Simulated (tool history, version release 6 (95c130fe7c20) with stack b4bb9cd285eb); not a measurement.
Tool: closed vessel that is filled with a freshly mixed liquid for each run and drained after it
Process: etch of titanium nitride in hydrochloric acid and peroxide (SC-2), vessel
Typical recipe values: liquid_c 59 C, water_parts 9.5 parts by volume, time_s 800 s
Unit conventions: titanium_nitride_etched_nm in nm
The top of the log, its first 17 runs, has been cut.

run	hour	liquid_c	water_parts	time_s	wafers since the last listed run	hours since the thermometer was replaced	hours since the chemicals flow meter was replaced	hours since the drum of peroxide was connected	hours since the gauge calibration	read-back film thickness of the titanium nitride reference wafer, read on the same gauge (nm)	titanium_nitride_etched_nm
18	207	54.5	9.5	800	869	268.6	1910.9	290.5	172.9	50	40.71
# hour 208.2: chemicals flow meter replaced
19	224.6	59	9.5	800	901	286.2	16.4	308.1	190.5	50.01	53.79
20	233	54	5.5	965	456	294.6	24.8	316.5	198.9	50.01	72.15
21	246.8	59	5.5	800	749	308.4	38.6	330.3	212.7	50.01	82.51
22	258.1	59	12	440	613	319.7	49.9	341.6	224	49.99	24.55
23	275.5	55.5	6	975	945	337.1	67.3	359	241.4	49.97	75.32
24	287.8	59	13.5	800	668	349.4	79.6	371.3	253.7	50	40.39
25	302.2	59	9.5	800	782	363.8	94	385.7	268.1	50.01	54.02
26	308.4	59	9.5	1115	336	370	100.2	391.9	274.3	50.01	76.33
# hour 316.1: new drum of peroxide connected
27	320	52	14	800	575	381.6	111.8	3.9	285.9	50.02	25.03
28	327.8	67	13	330	423	389.4	119.6	11.7	293.7	50.03	28.16
29	336.7	62	8	800	483	398.3	128.5	20.6	302.6	50	75.53
30	354.7	59	9.5	800	977	416.3	146.5	38.6	320.6	50	54.38

Predict each of these 3 candidate next runs independently; none follows another, all start after run 30:
A	355.6	56	9.5	800	48	417.2	147.4	39.5	321.5	?	?
B	355.6	68	9.5	800	48	417.2	147.4	39.5	321.5	?	?
C	355.6	49.5	7.5	935	48	417.2	147.4	39.5	321.5	?	?

run	read-back film thickness of the titanium nitride reference wafer, read on the same gauge (nm)	titanium_nitride_etched_nm
A	49.99	44.54
B	49.99	93.54
C	49.99	41.2
What these runs would have given with no unlogged condition in the tool:
run	titanium_nitride_etched_nm
A	43.21
B	90.95
C	39.93
